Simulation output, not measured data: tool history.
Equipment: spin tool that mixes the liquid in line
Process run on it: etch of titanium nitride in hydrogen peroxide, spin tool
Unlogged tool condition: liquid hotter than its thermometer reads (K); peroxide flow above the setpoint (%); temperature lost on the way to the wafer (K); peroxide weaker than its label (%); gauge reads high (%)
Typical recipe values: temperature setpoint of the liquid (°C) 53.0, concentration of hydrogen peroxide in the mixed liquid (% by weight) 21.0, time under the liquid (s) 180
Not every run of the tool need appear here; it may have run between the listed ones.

run     day  temperature setpoint of the liquid (°C)  concentration of hydrogen peroxide in the mixed liquid (% by weight)  time under the liquid (s)  wafers since the last listed run  hours since the thermometer was replaced  hours since the peroxide flow meter was replaced  hours since the heated supply line was repaired  hours since the drum of peroxide was connected  hours since the gauge calibration  read-back film thickness of the titanium nitride reference wafer, read on the same gauge (nm)  thickness taken off the titanium nitride on a monitor wafer (angstrom)
  1   0.000                                     53.0                                                                  21.0                        180                                 0                                    1367.0                                             929.9                                           1262.2                                           331.3                              341.7                                                                                          49.98                                                                   222.8
  2   0.662                                     53.0                                                                  21.0                        180                                85                                    1382.9                                             945.8                                           1278.1                                           347.2                              357.6                                                                                          49.98                                                                   221.8
      1.321  -- thermometer replaced
  3   1.408                                     53.0                                                                  21.0                        180                                91                                       2.1                                             963.7                                           1296.0                                           365.1                              375.5                                                                                          50.01                                                                   236.2
      1.554  -- peroxide flow meter replaced
  4   1.950                                     53.0                                                                  16.0                        180                                64                                      15.1                                               9.5                                           1309.0                                           378.1                              388.5                                                                                          49.98                                                                   226.9
  5   2.504                                     53.0                                                                  16.0                        180                                71                                      28.4                                              22.8                                           1322.3                                           391.4                              401.8                                                                                          49.98                                                                   223.1
  6   2.754                                     53.0                                                                  16.0                        180                                32                                      34.4                                              28.8                                           1328.3                                           397.4                              407.8                                                                                          49.99                                                                   222.2
      4.533  -- gauge calibrated
  7   4.712                                     53.0                                                                  17.0                        180                               254                                      81.4                                              75.8                                           1375.3                                           444.4                                4.3                                                                                          49.97                                                                   229.5
  8   5.108                                     46.5                                                                  24.0                         70                                51                                      90.9                                              85.3                                           1384.8                                           453.9                               13.8                                                                                          49.99                                                                    60.1
  9   5.600                                     46.5                                                                  21.0                        145                                63                                     102.7                                              97.1                                           1396.6                                           465.7                               25.6                                                                                          50.03                                                                   121.8
      5.929  -- thermometer replaced, repeated, since the last time left the tool worse
 10   6.025                                     47.0                                                                  21.0                        180                                49                                       2.3                                             107.3                                           1406.8                                           475.9                               35.8                                                                                          49.98                                                                   124.1
 11   6.358                                     57.0                                                                  21.0                        290                                43                                      10.3                                             115.3                                           1414.8                                           483.9                               43.8                                                                                          50.03                                                                   417.7
      6.821  -- heated supply line repaired
 12   7.438                                     53.0                                                                  21.0                         90                               134                                      36.2                                             141.2                                             14.8                                           509.8                               69.7                                                                                          50.00                                                                    97.3
 13   7.958                                     53.0                                                                  21.0                        180                                67                                      48.7                                             153.7                                             27.3                                           522.3                               82.2                                                                                          50.06                                                                   195.8
 14   8.512                                     55.5                                                                  24.5                        285                                71                                      62.0                                             167.0                                             40.6                                           535.6                               95.5                                                                                          50.03                                                                   383.4
      8.667  -- new drum of peroxide connected
 15   8.875                                     59.5                                                                  23.5                        180                                41                                      70.7                                             175.7                                             49.3                                             5.0                              104.2                                                                                          50.02                                                                   314.7
 16   9.146                                     53.0                                                                  21.0                        180                                35                                      77.2                                             182.2                                             55.8                                            11.5                              110.7                                                                                          50.00                                                                   196.4
 17   9.829                                     47.0                                                                  21.0                         85                                88                                      93.6                                             198.6                                             72.2                                            27.9                              127.1                                                                                          49.98                                                                    61.2
 18  10.562                                     53.0                                                                  19.0                        245                                95                                     111.2                                             216.2                                             89.8                                            45.5                              144.7                                                                                          49.98                                                                   264.5
 19  10.942                                     53.0                                                                  21.0                        180                                49                                     120.3                                             225.3                                             98.9                                            54.6                              153.8                                                                                          50.01                                                                   195.9
 20  11.450                                     53.0                                                                  21.0                        180                                65                                     132.5                                             237.5                                            111.1                                            66.8                              166.0                                                                                          49.98                                                                   196.9
 21  12.071                                     53.0                                                                  21.0                        180                                80                                     147.4                                             252.4                                            126.0                                            81.7                              180.9                                                                                          49.94                                                                   198.9
 22  12.667                                     53.0                                                                  21.0                        180                                77                                     161.7                                             266.7                                            140.3                                            96.0                              195.2                                                                                          50.02                                                                   197.8
 23  12.921                                     62.0                                                                  16.5                        270                                32                                     167.8                                             272.8                                            146.4                                           102.1                              201.3                                                                                          50.01                                                                   520.8
 24  13.429                                     53.0                                                                  26.0                        240                                65                                     180.0                                             285.0                                            158.6                                           114.3                              213.5                                                                                          50.01                                                                   275.0

Subtracting, for every run, the result it would have given without the tool's unlogged condition from the measured result gives the following. The same run-to-run variation enters both numbers; the gauge's scatter may not:
run  thickness taken off the titanium nitride on a monitor wafer (angstrom)
  1                                                                   +28.1
  2                                                                   +28.2
  3                                                                   +43.9
  4                                                                   +42.5
  5                                                                   +42.0
  6                                                                   +41.8
  7                                                                   +44.0
  8                                                                   +12.0
  9                                                                   +24.4
 10                                                                    +0.4
 11                                                                    +1.8
 12                                                                    +0.7
 13                                                                    +1.5
 14                                                                    +3.2
 15                                                                    +2.7
 16                                                                    +2.0
 17                                                                    +0.8
 18                                                                    +3.6
 19                                                                    +2.7
 20                                                                    +2.9
 21                                                                    +3.2
 22                                                                    +3.5
 23                                                                    +9.0
 24                                                                    +5.3
